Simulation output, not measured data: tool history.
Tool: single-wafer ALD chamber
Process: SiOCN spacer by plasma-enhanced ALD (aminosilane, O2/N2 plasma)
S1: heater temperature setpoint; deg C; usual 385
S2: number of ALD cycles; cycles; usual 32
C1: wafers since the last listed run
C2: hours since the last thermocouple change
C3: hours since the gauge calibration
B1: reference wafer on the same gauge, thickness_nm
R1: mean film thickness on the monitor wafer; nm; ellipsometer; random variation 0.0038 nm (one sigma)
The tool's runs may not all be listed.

run	hour	S1	S2	C1	C2	C3	B1	R1
1	0	377	32	0	865.2	237.1	2.062	1.871
2	107.6	377	32	944	972.8	344.7	2.064	1.864
3	208.5	388	27	886	1073.7	445.6	2.066	1.58
4	251.8	385	32	380	1117	488.9	2.066	1.863
5	349.8	385	32	860	1215	586.9	2.069	1.877
6	426.5	385	32	673	1291.7	663.6	2.071	1.87
7	518.6	385	32	808	1383.8	755.7	2.072	1.874
8	580.9	385	32	547	1446.1	818	2.073	1.88
9	652.9	385	32	632	1518.1	890	2.073	1.884
10	740.1	385	32	765	1605.3	977.2	2.076	1.88
11	793.8	373	37	471	1659	1030.9	2.076	2.172
# hour 854.1: thermocouple changed; heater temperature recalibrated
12	890.4	391	36	778	36.3	1127.5	2.078	2.116
13	958.6	396	38	598	104.5	1195.7	2.08	2.23
# hour 1014.4: gauge calibrated
14	1062.6	377	35	913	208.5	48.2	2.064	2.045
15	1098.6	385	38	316	244.5	84.2	2.063	2.226
16	1177.9	391	34	696	323.8	163.5	2.065	1.989
17	1240.1	396	38	546	386	225.7	2.067	2.227
18	1379.6	385	29	1224	525.5	365.2	2.069	1.703
19	1443.8	371	32	563	589.7	429.4	2.07	1.878
20	1524.4	385	32	707	670.3	510	2.071	1.882

3 ways to go on from here, each from the tool as it stands after run 20. What would each give?
A	1524.9	385	32	4	670.8	510.5	?	?
B	1524.9	389	28	4	670.8	510.5	?	?
C	1524.9	390	37	4	670.8	510.5	?	?

run	B1	R1
A	2.071	1.885
B	2.071	1.649
C	2.071	2.179
Without the tool's hidden state the same runs would have given:
run	R1
A	1.875
B	1.64
C	2.168

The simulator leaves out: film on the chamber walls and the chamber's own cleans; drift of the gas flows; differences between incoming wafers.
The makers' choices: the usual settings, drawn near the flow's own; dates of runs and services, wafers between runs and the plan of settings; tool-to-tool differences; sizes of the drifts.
